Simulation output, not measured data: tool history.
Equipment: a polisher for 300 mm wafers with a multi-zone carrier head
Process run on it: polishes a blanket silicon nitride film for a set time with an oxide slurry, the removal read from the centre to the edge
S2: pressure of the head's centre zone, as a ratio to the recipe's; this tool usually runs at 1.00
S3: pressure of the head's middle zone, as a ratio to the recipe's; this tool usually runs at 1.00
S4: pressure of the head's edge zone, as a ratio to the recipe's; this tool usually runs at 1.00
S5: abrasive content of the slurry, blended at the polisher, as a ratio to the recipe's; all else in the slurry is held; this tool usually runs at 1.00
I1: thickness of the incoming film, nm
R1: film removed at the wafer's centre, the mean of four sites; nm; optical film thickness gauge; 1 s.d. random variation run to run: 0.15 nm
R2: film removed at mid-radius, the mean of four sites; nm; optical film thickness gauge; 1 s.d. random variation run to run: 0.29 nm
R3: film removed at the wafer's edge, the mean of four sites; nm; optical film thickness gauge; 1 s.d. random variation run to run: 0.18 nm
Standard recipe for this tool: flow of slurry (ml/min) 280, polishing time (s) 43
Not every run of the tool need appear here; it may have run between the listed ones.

Run 1, hour 0.0: usual settings but S3 1.03, S4 0.91; I1 479.1. Result: R1 21.8 nm, R2 21.8 nm, R3 21.9 nm.
Run 2, hour 54.3: usual settings but polishing time (s) 36; I1 468.2. Result: R1 18.2 nm, R2 17.7 nm, R3 19.0 nm.
Run 3, hour 112.9: usual settings but polishing time (s) 36; I1 471.4. Result: R1 18.1 nm, R2 17.6 nm, R3 19.0 nm.
At hour 168.2: slurry nozzle cleaned, repeated, since the last time left the tool worse.
Run 4, hour 182.0: usual settings but polishing time (s) 36; I1 468.3. Result: R1 20.4 nm, R2 19.7 nm, R3 20.5 nm.
At hour 212.7: worn pad replaced by a new one.
Run 5, hour 213.2: usual settings; I1 476.2. Result: R1 24.5 nm, R2 23.6 nm, R3 24.9 nm.
Run 6, hour 247.9: usual settings but S3 0.95; I1 463.5. Result: R1 24.4 nm, R2 22.5 nm, R3 24.9 nm.
At hour 273.2: edge zone pressure recalibrated.
Run 7, hour 278.0: usual settings but S3 0.95; I1 459.7. Result: R1 24.3 nm, R2 22.2 nm, R3 24.8 nm.
Run 8, hour 459.2: usual settings but S2 1.10; I1 468.2. Result: R1 26.1 nm, R2 23.1 nm, R3 23.9 nm.
At hour 474.1: slurry nozzle cleaned.
Run 9, hour 489.6: usual settings but S3 1.03, S4 0.91; I1 470.9. Result: R1 24.5 nm, R2 24.2 nm, R3 23.8 nm.
At hour 516.6: carrier head's membrane replaced by a new one.
At hour 519.1: worn pad replaced by a new one.
Run 10, hour 548.0: usual settings but S4 1.10, polishing time (s) 38; I1 464.9. Result: R1 21.6 nm, R2 21.1 nm, R3 22.6 nm.
Run 11, hour 584.4: usual settings but S5 0.85; I1 470.9. Result: R1 22.7 nm, R2 22.2 nm, R3 22.8 nm.
Run 12, hour 629.2: usual settings but S4 0.93, S5 1.25, polishing time (s) 50; I1 468.0. Result: R1 31.2 nm, R2 30.1 nm, R3 30.7 nm.
Run 13, hour 696.9: usual settings but flow of slurry (ml/min) 370, S4 1.09; I1 464.6. Result: R1 24.8 nm, R2 24.3 nm, R3 26.3 nm.
At hour 733.0: centre zone pressure recalibrated.
Run 14, hour 735.3: usual settings but S5 1.30, polishing time (s) 30; I1 477.9. Result: R1 18.6 nm, R2 18.4 nm, R3 18.7 nm.
Run 15, hour 788.1: usual settings but S3 0.94; I1 477.0. Result: R1 23.6 nm, R2 21.7 nm, R3 24.2 nm.
At hour 802.3: worn pad replaced by a new one.
Run 16, hour 848.7: usual settings but S3 1.07, S4 0.91, polishing time (s) 49; I1 472.9. Result: R1 26.2 nm, R2 27.2 nm, R3 25.7 nm.
At hour 851.9: slurry nozzle cleaned.
Run 17, hour 887.6: usual settings but flow of slurry (ml/min) 370, S3 1.07, polishing time (s) 32; I1 471.7. Result: R1 18.9 nm, R2 19.1 nm, R3 18.7 nm.
Run 18, hour 954.9: usual settings but S2 1.09, S5 1.30; I1 472.5. Result: R1 29.6 nm, R2 26.3 nm, R3 27.7 nm.
Run 19, hour 990.4: usual settings but S3 1.03, S4 0.91; I1 473.9. Result: R1 24.4 nm, R2 24.0 nm, R3 23.7 nm.
At hour 1095.9: worn pad replaced by a new one.
At hour 1098.3: edge zone pressure recalibrated.
Run 20, hour 1111.8: usual settings but S4 1.10; I1 467.3. Result: R1 23.9 nm, R2 22.9 nm, R3 25.2 nm.

Below are 5 alternative next runs, each starting from the tool's condition after run 20. Predict each:
Run A, hour 1112.2: usual settings; I1 471.9. Result: R1 ?, R2 ?, R3 ?.
Run B, hour 1112.2: usual settings but flow of slurry (ml/min) 210, S2 1.07, S3 0.96; I1 471.9. Result: R1 ?, R2 ?, R3 ?.
Run C, hour 1112.2: usual settings but S4 0.97, S5 0.90; I1 471.9. Result: R1 ?, R2 ?, R3 ?.
Run D, hour 1112.2: usual settings but flow of slurry (ml/min) 185, S2 0.97, S3 0.91, polishing time (s) 38; I1 471.9. Result: R1 ?, R2 ?, R3 ?.
Run E, hour 1112.2: usual settings but S2 1.07, S5 0.85, polishing time (s) 57; I1 471.9. Result: R1 ?, R2 ?, R3 ?.

run    R1    R2    R3
  A  23.9  23.5  24.3
  B  24.3  21.7  23.5
  C  22.8  22.4  22.8
  D  18.8  17.9  20.3
  E  31.5  28.9  29.9
Take away the tool's hidden state, keep each run's random variation, and the runs would have read:
run    R1    R2    R3
  A  24.6  24.1  24.8
  B  25.2  22.4  24.1
  C  23.5  23.0  23.3
  D  19.7  18.6  20.9
  E  32.4  29.7  30.5

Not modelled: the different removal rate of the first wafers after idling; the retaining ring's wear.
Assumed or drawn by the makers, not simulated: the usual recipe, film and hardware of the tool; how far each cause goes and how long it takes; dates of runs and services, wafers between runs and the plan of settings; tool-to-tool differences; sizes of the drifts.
